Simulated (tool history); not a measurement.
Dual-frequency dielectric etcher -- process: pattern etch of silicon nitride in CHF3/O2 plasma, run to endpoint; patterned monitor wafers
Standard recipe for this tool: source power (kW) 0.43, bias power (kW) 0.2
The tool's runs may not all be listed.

run   hour  source power (kW)  bias power (kW)  incoming incoming film thickness, nm  endpoint time (s)
  1      0                0.5            0.232                                  74.8               52.2
  2   17.7               0.43              0.2                                  75.2               57.9
  3   33.8               0.43              0.2                                  74.8                 58
  4   51.1               0.43              0.2                                    75               57.5
  5   61.2               0.43            0.175                                  74.8                 60
      87.1  -- upper electrode replaced, of another model than before
  6   87.6               0.43            0.175                                  74.1               58.7
  7   88.4               0.43            0.175                                  74.7               59.1
  8     97               0.46            0.188                                  75.1               55.9
  9  108.7               0.46            0.188                                    74               54.8
 10  126.2               0.51              0.2                                  75.2               52.3
     140.6  -- source power generator calibrated
     187.5  -- wet clean of the chamber
 11    188               0.36              0.2                                  74.7               66.9

Predict the results of run 12:
 12  194.6               0.37             0.18                                  75.4                  ?

{"run 12": {"endpoint time (s)": 67.5}}
Take away the tool's hidden state, keep the run-to-run variation as it was, and the same run would have given endpoint time (s) 66.9.
